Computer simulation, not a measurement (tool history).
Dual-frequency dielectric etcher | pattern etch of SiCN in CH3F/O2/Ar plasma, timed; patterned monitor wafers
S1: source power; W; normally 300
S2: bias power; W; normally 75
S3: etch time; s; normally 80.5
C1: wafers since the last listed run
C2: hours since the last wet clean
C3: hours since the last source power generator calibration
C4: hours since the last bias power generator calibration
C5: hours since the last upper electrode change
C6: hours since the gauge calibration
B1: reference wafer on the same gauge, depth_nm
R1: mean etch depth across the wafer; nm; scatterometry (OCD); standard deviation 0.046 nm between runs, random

run   hour   S1  S2    S3   C1     C2      C3      C4      C5     C6     B1     R1
  1      0  350  75  80.5    0  258.8  4854.3  1825.6  4811.9   51.1  35.32  31.58
  2   23.6  350  75  80.5  202  282.4  4877.9  1849.2  4835.5   74.7   35.3  31.53
  3   43.6  350  75  80.5  171  302.4  4897.9  1869.2  4855.5   94.7  35.29  31.68
  4   83.9  300  75  80.5  346  342.7  4938.2  1909.5  4895.8    135  35.31  30.38
  5  100.1  300  75  80.5  139  358.9  4954.4  1925.7    4912  151.2   35.3  30.27
  6  129.3  300  75  80.5  250  388.1  4983.6  1954.9  4941.2  180.4   35.3  30.29
     180.3  -- wet clean of the chamber
     189.4  -- upper electrode replaced
  7  189.9  300  75  80.5  236    9.6  5044.2  2015.5     0.5    241  35.31  29.71
       194  -- bias power generator calibrated
  8  198.2  300  75  80.5   36   17.9  5052.5     4.2     8.8  249.3   35.3  30.53
  9  216.9  350  60  97.5  160   36.6  5071.2    22.9    27.5    268  35.31  34.65
 10  233.1  300  75  80.5  139   52.8  5087.4    39.1    43.7  284.2  35.31  30.56
 11    258  270  75  80.5  213   77.7  5112.3      64    68.6  309.1   35.3  29.67
 12  280.4  340  84  69.5  192  100.1  5134.7    86.4      91  331.5  35.31  28.97
 13  296.5  300  75  80.5  138  116.2  5150.8   102.5   107.1  347.6   35.3   30.7
     312.2  -- gauge calibrated
     318.1  -- source power generator calibrated
 14  331.6  300  75  57.5  267  151.3    13.5   137.6   142.2   19.4  35.28   21.9
 15    350  230  56  80.5  158  169.7    31.9     156   160.6   37.8  35.29   24.7
 16  373.7  300  75    64  203  193.4    55.6   179.7   184.3   61.5  35.29  24.42
 17  408.1  300  75  80.5  295  227.8      90   214.1   218.7   95.9  35.32  30.86

Hidden condition of the tool, last listed run before each entry between runs versus first listed run after:
Logged between run 6 and run 7: wet clean of the chamber (hour 180.3); upper electrode replaced (hour 189.4)
  etch rate over this chamber's usual, %: 1.98 -> 0.237; bias power that arrives over what is set, %: -4.34 -> -4.62
  difference, measured minus the result without the unlogged condition, R1: -0.07 -> -0.63 nm
Logged between run 7 and run 8: bias power generator calibrated (hour 194)
  etch rate over this chamber's usual, %: 0.237 -> 0.276; bias power that arrives over what is set, %: -4.62 -> 0.108
  difference, measured minus the result without the unlogged condition, R1: -0.63 -> +0.1 nm
Logged between run 13 and run 14: gauge calibrated (hour 312.2); source power generator calibrated (hour 318.1)
  etch rate over this chamber's usual, %: 0.743 -> 0.909; bias power that arrives over what is set, %: 0.0962 -> 0.0864
  difference, measured minus the result without the unlogged condition, R1: +0.24 -> +0.21 nm
